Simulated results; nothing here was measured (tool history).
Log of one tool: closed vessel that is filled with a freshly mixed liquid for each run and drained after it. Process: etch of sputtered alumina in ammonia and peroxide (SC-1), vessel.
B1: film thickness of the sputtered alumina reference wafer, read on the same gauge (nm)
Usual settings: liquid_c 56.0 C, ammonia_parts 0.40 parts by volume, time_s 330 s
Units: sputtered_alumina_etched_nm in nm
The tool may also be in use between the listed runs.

run 1 day=0.000 | liquid_c=56.0 ammonia_parts=0.25 time_s=330 | B1=129.98 | sputtered_alumina_etched_nm=23.87
run 2 day=0.512 | liquid_c=56.0 ammonia_parts=0.40 time_s=215 | B1=129.97 | sputtered_alumina_etched_nm=16.29
run 3 day=1.242 | liquid_c=56.0 ammonia_parts=0.40 time_s=215 | B1=130.00 | sputtered_alumina_etched_nm=16.26
run 4 day=1.746 | liquid_c=56.0 ammonia_parts=0.40 time_s=330 | B1=129.97 | sputtered_alumina_etched_nm=24.91
run 5 day=3.871 | liquid_c=56.0 ammonia_parts=0.40 time_s=330 | B1=130.01 | sputtered_alumina_etched_nm=24.73
run 6 day=4.304 | liquid_c=56.0 ammonia_parts=0.40 time_s=330 | B1=129.99 | sputtered_alumina_etched_nm=25.06
run 7 day=4.796 | liquid_c=56.0 ammonia_parts=0.40 time_s=330 | B1=130.01 | sputtered_alumina_etched_nm=24.78
run 8 day=5.450 | liquid_c=56.0 ammonia_parts=0.40 time_s=330 | B1=130.02 | sputtered_alumina_etched_nm=24.88
run 9 day=5.958 | liquid_c=56.0 ammonia_parts=0.40 time_s=330 | B1=130.01 | sputtered_alumina_etched_nm=24.90
-- day=6.079 new drum of ammonia solution connected
run 10 day=6.600 | liquid_c=56.0 ammonia_parts=0.55 time_s=270 | B1=130.01 | sputtered_alumina_etched_nm=20.97
run 11 day=7.238 | liquid_c=56.0 ammonia_parts=0.55 time_s=270 | B1=130.01 | sputtered_alumina_etched_nm=20.85
run 12 day=7.862 | liquid_c=56.0 ammonia_parts=0.40 time_s=450 | B1=129.99 | sputtered_alumina_etched_nm=33.65
run 13 day=8.496 | liquid_c=56.0 ammonia_parts=0.40 time_s=450 | B1=130.03 | sputtered_alumina_etched_nm=33.89
run 14 day=9.212 | liquid_c=56.0 ammonia_parts=0.40 time_s=450 | B1=130.02 | sputtered_alumina_etched_nm=33.64
run 15 day=9.612 | liquid_c=50.0 ammonia_parts=0.40 time_s=330 | B1=130.02 | sputtered_alumina_etched_nm=17.81
-- day=9.888 ammonia flow meter replaced
run 16 day=9.962 | liquid_c=49.0 ammonia_parts=0.45 time_s=160 | B1=129.97 | sputtered_alumina_etched_nm=8.24
run 17 day=10.246 | liquid_c=56.0 ammonia_parts=0.55 time_s=470 | B1=130.01 | sputtered_alumina_etched_nm=36.36
-- day=10.300 thermometer replaced
run 18 day=10.604 | liquid_c=49.5 ammonia_parts=0.50 time_s=475 | B1=129.98 | sputtered_alumina_etched_nm=29.82
run 19 day=10.912 | liquid_c=56.0 ammonia_parts=0.50 time_s=435 | B1=129.98 | sputtered_alumina_etched_nm=38.86
run 20 day=11.650 | liquid_c=51.5 ammonia_parts=0.30 time_s=500 | B1=130.00 | sputtered_alumina_etched_nm=33.45
run 21 day=12.029 | liquid_c=56.0 ammonia_parts=0.40 time_s=330 | B1=130.00 | sputtered_alumina_etched_nm=28.62
-- day=12.388 gauge calibrated
run 22 day=12.475 | liquid_c=51.5 ammonia_parts=0.30 time_s=430 | B1=130.00 | sputtered_alumina_etched_nm=28.83
run 23 day=13.121 | liquid_c=61.5 ammonia_parts=0.45 time_s=470 | B1=130.01 | sputtered_alumina_etched_nm=55.09
run 24 day=13.762 | liquid_c=56.0 ammonia_parts=0.40 time_s=330 | B1=130.01 | sputtered_alumina_etched_nm=28.77
run 25 day=14.108 | liquid_c=59.0 ammonia_parts=0.35 time_s=460 | B1=130.02 | sputtered_alumina_etched_nm=46.40
run 26 day=14.758 | liquid_c=56.0 ammonia_parts=0.40 time_s=330 | B1=130.00 | sputtered_alumina_etched_nm=28.67
run 27 day=15.238 | liquid_c=56.0 ammonia_parts=0.40 time_s=330 | B1=129.98 | sputtered_alumina_etched_nm=28.48
run 28 day=15.625 | liquid_c=56.0 ammonia_parts=0.40 time_s=330 | B1=129.99 | sputtered_alumina_etched_nm=28.71
run 29 day=16.054 | liquid_c=61.0 ammonia_parts=0.55 time_s=330 | B1=130.00 | sputtered_alumina_etched_nm=38.34

The tool's hidden state at each run:
ammonia flow above the setpoint (%): 0 in every run
ammonia solution weaker than its label (%): 0 in every run
gauge reads high (%): 0 in every run
H1: liquid colder than its thermometer reads (K)
run=1 H1=2.83
run=2 H1=2.84
run=3 H1=2.86
run=4 H1=2.87
run=5 H1=2.91
run=6 H1=2.92
run=7 H1=2.93
run=8 H1=2.95
run=9 H1=2.96
run=10 H1=2.97
run=11 H1=2.98
run=12 H1=3
run=13 H1=3.01
run=14 H1=3.02
run=15 H1=3.03
run=16 H1=3.04
run=17 H1=3.04
run=18 H1=0.117
run=19 H1=0.123
run=20 H1=0.138
run=21 H1=0.146
run=22 H1=0.155
run=23 H1=0.169
run=24 H1=0.182
run=25 H1=0.189
run=26 H1=0.202
run=27 H1=0.212
run=28 H1=0.22
run=29 H1=0.229
